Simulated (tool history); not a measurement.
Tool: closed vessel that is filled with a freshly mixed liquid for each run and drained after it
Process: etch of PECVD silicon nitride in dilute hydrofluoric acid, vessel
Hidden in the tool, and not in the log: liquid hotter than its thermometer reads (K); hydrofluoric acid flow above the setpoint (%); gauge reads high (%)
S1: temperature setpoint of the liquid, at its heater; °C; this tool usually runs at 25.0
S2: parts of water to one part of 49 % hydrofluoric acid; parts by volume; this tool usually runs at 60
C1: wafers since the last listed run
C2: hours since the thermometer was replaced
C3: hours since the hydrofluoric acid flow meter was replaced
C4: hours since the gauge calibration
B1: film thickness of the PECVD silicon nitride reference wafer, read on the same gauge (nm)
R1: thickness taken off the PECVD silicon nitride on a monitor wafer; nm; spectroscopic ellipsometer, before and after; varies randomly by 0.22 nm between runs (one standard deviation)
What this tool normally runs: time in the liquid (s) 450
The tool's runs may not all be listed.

run 1 hour=0.0 | S1=25.0 S2=60 time_in_the_liquid_(s)=450 | C1=0 C2=2187.6 C3=1763.5 C4=393.6 | B1=30.01 | R1=46.61
run 2 hour=21.7 | S1=25.0 S2=60 time_in_the_liquid_(s)=450 | C1=1534 C2=2209.3 C3=1785.2 C4=415.3 | B1=30.00 | R1=46.14
run 3 hour=41.3 | S1=25.0 S2=60 time_in_the_liquid_(s)=450 | C1=1385 C2=2228.9 C3=1804.8 C4=434.9 | B1=30.00 | R1=46.00
run 4 hour=48.3 | S1=25.0 S2=60 time_in_the_liquid_(s)=450 | C1=494 C2=2235.9 C3=1811.8 C4=441.9 | B1=30.01 | R1=46.32
run 5 hour=59.4 | S1=25.0 S2=75 time_in_the_liquid_(s)=250 | C1=784 C2=2247.0 C3=1822.9 C4=453.0 | B1=30.01 | R1=20.83
run 6 hour=66.9 | S1=25.0 S2=75 time_in_the_liquid_(s)=250 | C1=530 C2=2254.5 C3=1830.4 C4=460.5 | B1=29.98 | R1=20.57
run 7 hour=76.6 | S1=25.0 S2=60 time_in_the_liquid_(s)=450 | C1=685 C2=2264.2 C3=1840.1 C4=470.2 | B1=30.00 | R1=45.95
run 8 hour=86.2 | S1=25.0 S2=60 time_in_the_liquid_(s)=450 | C1=678 C2=2273.8 C3=1849.7 C4=479.8 | B1=30.01 | R1=46.30
run 9 hour=103.9 | S1=25.0 S2=60 time_in_the_liquid_(s)=450 | C1=1251 C2=2291.5 C3=1867.4 C4=497.5 | B1=30.01 | R1=46.11
run 10 hour=117.3 | S1=25.0 S2=60 time_in_the_liquid_(s)=450 | C1=947 C2=2304.9 C3=1880.8 C4=510.9 | B1=30.00 | R1=46.19
run 11 hour=130.8 | S1=25.0 S2=60 time_in_the_liquid_(s)=450 | C1=954 C2=2318.4 C3=1894.3 C4=524.4 | B1=30.00 | R1=46.29
-- hour=139.0 hydrofluoric acid flow meter replaced
-- hour=144.3 gauge calibrated
-- hour=152.6 thermometer replaced
run 12 hour=165.0 | S1=25.0 S2=60 time_in_the_liquid_(s)=450 | C1=2276 C2=12.4 C3=26.0 C4=20.7 | B1=30.00 | R1=43.31
run 13 hour=179.1 | S1=30.0 S2=80 time_in_the_liquid_(s)=620 | C1=996 C2=26.5 C3=40.1 C4=34.8 | B1=30.01 | R1=61.77
run 14 hour=187.9 | S1=22.5 S2=30 time_in_the_liquid_(s)=375 | C1=622 C2=35.3 C3=48.9 C4=43.6 | B1=30.01 | R1=60.02
run 15 hour=194.1 | S1=30.0 S2=40 time_in_the_liquid_(s)=360 | C1=438 C2=41.5 C3=55.1 C4=49.8 | B1=30.00 | R1=71.47
run 16 hour=204.6 | S1=25.0 S2=90 time_in_the_liquid_(s)=645 | C1=742 C2=52.0 C3=65.6 C4=60.3 | B1=29.99 | R1=41.72
run 17 hour=212.1 | S1=30.0 S2=75 time_in_the_liquid_(s)=520 | C1=530 C2=59.5 C3=73.1 C4=67.8 | B1=30.02 | R1=55.63
run 18 hour=224.1 | S1=25.0 S2=60 time_in_the_liquid_(s)=450 | C1=848 C2=71.5 C3=85.1 C4=79.8 | B1=30.01 | R1=42.81
run 19 hour=239.1 | S1=26.5 S2=60 time_in_the_liquid_(s)=450 | C1=1060 C2=86.5 C3=100.1 C4=94.8 | B1=30.01 | R1=47.88
run 20 hour=254.2 | S1=25.0 S2=30 time_in_the_liquid_(s)=450 | C1=1067 C2=101.6 C3=115.2 C4=109.9 | B1=29.98 | R1=84.94
run 21 hour=270.0 | S1=25.0 S2=75 time_in_the_liquid_(s)=670 | C1=1117 C2=117.4 C3=131.0 C4=125.7 | B1=30.02 | R1=51.86
run 22 hour=284.4 | S1=25.0 S2=60 time_in_the_liquid_(s)=450 | C1=1018 C2=131.8 C3=145.4 C4=140.1 | B1=29.99 | R1=43.68
run 23 hour=299.2 | S1=25.0 S2=60 time_in_the_liquid_(s)=450 | C1=1046 C2=146.6 C3=160.2 C4=154.9 | B1=29.97 | R1=43.36
run 24 hour=315.5 | S1=22.5 S2=80 time_in_the_liquid_(s)=450 | C1=1152 C2=162.9 C3=176.5 C4=171.2 | B1=30.00 | R1=27.77
run 25 hour=324.6 | S1=20.0 S2=85 time_in_the_liquid_(s)=545 | C1=643 C2=172.0 C3=185.6 C4=180.3 | B1=30.00 | R1=26.92
run 26 hour=340.1 | S1=25.0 S2=80 time_in_the_liquid_(s)=450 | C1=1095 C2=187.5 C3=201.1 C4=195.8 | B1=30.00 | R1=32.83
run 27 hour=356.6 | S1=25.0 S2=60 time_in_the_liquid_(s)=585 | C1=1166 C2=204.0 C3=217.6 C4=212.3 | B1=29.97 | R1=56.53
run 28 hour=363.1 | S1=25.0 S2=75 time_in_the_liquid_(s)=270 | C1=459 C2=210.5 C3=224.1 C4=218.8 | B1=29.99 | R1=20.82
run 29 hour=369.4 | S1=25.0 S2=85 time_in_the_liquid_(s)=625 | C1=445 C2=216.8 C3=230.4 C4=225.1 | B1=29.97 | R1=42.59
run 30 hour=386.6 | S1=25.0 S2=60 time_in_the_liquid_(s)=450 | C1=1216 C2=234.0 C3=247.6 C4=242.3 | B1=29.98 | R1=43.32
run 31 hour=398.4 | S1=25.0 S2=35 time_in_the_liquid_(s)=450 | C1=834 C2=245.8 C3=259.4 C4=254.1 | B1=30.01 | R1=74.16
run 32 hour=405.3 | S1=22.5 S2=60 time_in_the_liquid_(s)=450 | C1=487 C2=252.7 C3=266.3 C4=261.0 | B1=30.01 | R1=37.05

Entry by entry between the runs, the difference in hidden state between the last listed run before and the first listed run after:
Runs 11 to 12: hydrofluoric acid flow meter replaced (hour 139.0); gauge calibrated (hour 144.3); thermometer replaced (hour 152.6)
  hydrofluoric acid flow above the setpoint (%): 10.4 -> 2.53
  what was measured, less what the result would be without the hidden state, R1: +4.29 -> +1.05 nm

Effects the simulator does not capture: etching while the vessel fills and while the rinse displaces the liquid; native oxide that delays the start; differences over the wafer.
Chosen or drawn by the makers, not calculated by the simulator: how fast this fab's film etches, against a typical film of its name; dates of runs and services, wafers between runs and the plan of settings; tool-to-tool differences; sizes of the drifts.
